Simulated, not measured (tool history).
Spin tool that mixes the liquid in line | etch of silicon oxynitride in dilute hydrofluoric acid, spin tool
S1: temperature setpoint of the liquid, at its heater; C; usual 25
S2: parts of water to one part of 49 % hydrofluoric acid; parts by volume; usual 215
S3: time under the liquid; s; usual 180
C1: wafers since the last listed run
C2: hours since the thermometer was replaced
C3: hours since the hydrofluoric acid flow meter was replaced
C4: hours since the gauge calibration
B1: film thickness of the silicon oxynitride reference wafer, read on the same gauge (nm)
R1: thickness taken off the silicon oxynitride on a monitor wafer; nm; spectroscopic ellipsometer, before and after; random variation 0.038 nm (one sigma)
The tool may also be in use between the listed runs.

run 1 hour=0 | S1=25 S2=215 S3=180 | C1=0 C2=834.1 C3=1073.2 C4=1594.7 | B1=29.991 | R1=3.699
run 2 hour=96.1 | S1=25 S2=215 S3=180 | C1=802 C2=930.2 C3=1169.3 C4=1690.8 | B1=30.034 | R1=3.637
run 3 hour=187.8 | S1=25 S2=215 S3=180 | C1=765 C2=1021.9 C3=1261 C4=1782.5 | B1=30.005 | R1=3.693
-- hour=210 thermometer replaced
run 4 hour=281.4 | S1=25 S2=215 S3=180 | C1=772 C2=71.4 C3=1354.6 C4=1876.1 | B1=30.005 | R1=3.696
run 5 hour=540.4 | S1=25 S2=215 S3=180 | C1=2161 C2=330.4 C3=1613.6 C4=2135.1 | B1=30.015 | R1=3.692
run 6 hour=619 | S1=24 S2=215 S3=180 | C1=656 C2=409 C3=1692.2 C4=2213.7 | B1=29.989 | R1=3.472
run 7 hour=675.9 | S1=24 S2=215 S3=180 | C1=474 C2=465.9 C3=1749.1 C4=2270.6 | B1=30.004 | R1=3.483
run 8 hour=722 | S1=25 S2=165 S3=180 | C1=384 C2=512 C3=1795.2 C4=2316.7 | B1=30.012 | R1=4.87
run 9 hour=810.9 | S1=25 S2=255 S3=180 | C1=741 C2=600.9 C3=1884.1 C4=2405.6 | B1=29.993 | R1=2.99
-- hour=905.4 hydrofluoric acid flow meter replaced
run 10 hour=908.9 | S1=25 S2=215 S3=180 | C1=809 C2=698.9 C3=3.5 C4=2503.6 | B1=29.999 | R1=3.613
run 11 hour=973.1 | S1=25 S2=215 S3=180 | C1=535 C2=763.1 C3=67.7 C4=2567.8 | B1=29.99 | R1=3.614
run 12 hour=1010.2 | S1=25 S2=215 S3=180 | C1=309 C2=800.2 C3=104.8 C4=2604.9 | B1=30.023 | R1=3.649
run 13 hour=1111.7 | S1=25 S2=215 S3=180 | C1=847 C2=901.7 C3=206.3 C4=2706.4 | B1=29.991 | R1=3.64
run 14 hour=1193.5 | S1=23.5 S2=295 S3=180 | C1=682 C2=983.5 C3=288.1 C4=2788.2 | B1=29.992 | R1=2.37
-- hour=1240.4 thermometer replaced
-- hour=1241 gauge calibrated
run 15 hour=1276.5 | S1=23.5 S2=295 S3=180 | C1=684 C2=36.1 C3=371.1 C4=35.5 | B1=29.989 | R1=2.367
run 16 hour=1320 | S1=25 S2=215 S3=180 | C1=363 C2=79.6 C3=414.6 C4=79 | B1=30.018 | R1=3.596
run 17 hour=1391.7 | S1=30 S2=215 S3=240 | C1=598 C2=151.3 C3=486.3 C4=150.7 | B1=30.022 | R1=5.976
run 18 hour=1485.3 | S1=25 S2=215 S3=180 | C1=781 C2=244.9 C3=579.9 C4=244.3 | B1=30.022 | R1=3.722
run 19 hour=1528.1 | S1=20 S2=115 S3=250 | C1=357 C2=287.7 C3=622.7 C4=287.1 | B1=30.004 | R1=8.086
run 20 hour=1594.1 | S1=25 S2=215 S3=180 | C1=550 C2=353.7 C3=688.7 C4=353.1 | B1=30.031 | R1=3.727
run 21 hour=1633.9 | S1=28.5 S2=300 S3=280 | C1=332 C2=393.5 C3=728.5 C4=392.9 | B1=30.041 | R1=4.422
run 22 hour=1699.1 | S1=25 S2=155 S3=180 | C1=544 C2=458.7 C3=793.7 C4=458.1 | B1=29.996 | R1=5.326
run 23 hour=1792.1 | S1=29 S2=215 S3=280 | C1=776 C2=551.7 C3=886.7 C4=551.1 | B1=30.03 | R1=6.589
run 24 hour=1888.6 | S1=23 S2=215 S3=180 | C1=805 C2=648.2 C3=983.2 C4=647.6 | B1=29.981 | R1=3.423
run 25 hour=1949.8 | S1=25 S2=215 S3=255 | C1=510 C2=709.4 C3=1044.4 C4=708.8 | B1=29.977 | R1=5.155
run 26 hour=1995 | S1=21.5 S2=215 S3=180 | C1=377 C2=754.6 C3=1089.6 C4=754 | B1=30.003 | R1=3.173
run 27 hour=2082.1 | S1=20.5 S2=180 S3=180 | C1=726 C2=841.7 C3=1176.7 C4=841.1 | B1=30.011 | R1=3.665
run 28 hour=2121.7 | S1=25 S2=215 S3=180 | C1=330 C2=881.3 C3=1216.3 C4=880.7 | B1=29.988 | R1=3.589
run 29 hour=2178.8 | S1=25 S2=215 S3=180 | C1=476 C2=938.4 C3=1273.4 C4=937.8 | B1=30.011 | R1=3.637
run 30 hour=2229.2 | S1=25 S2=305 S3=180 | C1=420 C2=988.8 C3=1323.8 C4=988.2 | B1=29.945 | R1=2.376
run 31 hour=2293.9 | S1=23 S2=305 S3=120 | C1=539 C2=1053.5 C3=1388.5 C4=1052.9 | B1=30.017 | R1=1.452

How the hidden state differs across the entries between the runs, from the last listed run before each to the first after it:
Between runs 3 and 4: thermometer replaced (hour 210)
  no hidden state differs between the two runs
Between runs 9 and 10: hydrofluoric acid flow meter replaced (hour 905.4)
  no hidden state differs between the two runs
Between runs 14 and 15: thermometer replaced (hour 1240.4); gauge calibrated (hour 1241)
  no hidden state differs between the two runs
